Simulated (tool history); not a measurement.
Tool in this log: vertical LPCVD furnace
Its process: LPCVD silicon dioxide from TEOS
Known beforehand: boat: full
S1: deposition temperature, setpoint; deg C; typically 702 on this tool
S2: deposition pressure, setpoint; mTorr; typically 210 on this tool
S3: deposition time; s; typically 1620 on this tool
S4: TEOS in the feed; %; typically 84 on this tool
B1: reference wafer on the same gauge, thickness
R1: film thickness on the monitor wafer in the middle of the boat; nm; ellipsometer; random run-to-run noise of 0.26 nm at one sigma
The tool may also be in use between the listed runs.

run     day   S1   S2    S3  S4      B1      R1
  1   0.000  702  210  1800  84  166.95  212.28
  2   0.400  702  210  1800  84  167.12  212.91
  3   0.821  702  210  1620  84  166.96  191.55
  4   1.217  702  210  1620  76  167.01  181.49
  5   1.517  702  210  1620  76  167.02  181.95
  6   1.912  702  210  1620  79  166.99  186.04
  7   2.350  702  210  1620  79  167.02  185.90
  8   2.925  702  210  1620  79  167.12  186.06
      4.325  -- TEOS flow controller replaced
  9   4.346  702  210  1620  84  166.99  191.74
 10   4.533  702  210  1620  84  167.06  192.14
 11   4.717  702  210  1620  84  167.07  192.38
      5.496  -- thermocouples replaced and temperature profile calibrated
 12   5.517  702  210  1620  84  167.02  174.93
 13   5.700  702  210  1620  84  167.06  175.18
 14   5.883  702  210  1620  84  167.00  175.07
 15   6.067  702  210  1620  84  166.98  175.02
      7.238  -- pressure gauge zeroed
 16   7.258  702  210  1620  84  167.06  175.26
 17   7.442  713  210  1170  84  167.03  162.44
 18   7.683  697  185  1620  80  166.95  143.26
      7.775  -- gauge calibrated
 19   8.008  709  165  2040  76  166.86  218.56
 20   8.354  702  245  1170  84  167.01  136.79
 21   8.767  702  210  1620  84  166.89  175.08
 22   9.058  702  175   990  68  166.96   88.16
 23   9.575  714  255  1620  97  166.95  273.84
 24  10.179  702  240  1620  97  166.98  200.56
 25  10.508  696  210  1290  84  166.96  121.25
 26  11.167  714  210  1200  84  166.98  171.09
 27  11.754  702  210  1620  84  166.99  175.33
 28  12.338  702  210  1290  84  167.10  139.33
 29  12.971  702  210  1110  84  166.96  120.24
 30  13.354  714  250  1170  90  166.95  188.28

Measured result minus the same run's result without the hidden state. Both carry the same run-to-run variation, though not necessarily the same gauge scatter:
What the log doesn't record here: true tube temperature minus thermocouple reading, K; true pressure minus gauge reading, mTorr; deviation of the TEOS flow from its setpoint, %; gauge reads high (%).
run      R1
  1  +19.05
  2  +19.20
  3  +17.35
  4  +16.51
  5  +16.60
  6  +17.06
  7  +17.12
  8  +17.25
  9  +18.05
 10  +18.13
 11  +18.19
 12   +1.34
 13   +1.35
 14   +1.34
 15   +1.34
 16   +1.35
 17   +1.22
 18   +1.12
 19   +1.66
 20   +1.05
 21   +1.35
 22   +0.68
 23   +2.06
 24   +1.56
 25   +0.95
 26   +1.30
 27   +1.37
 28   +1.09
 29   +0.95
 30   +1.44
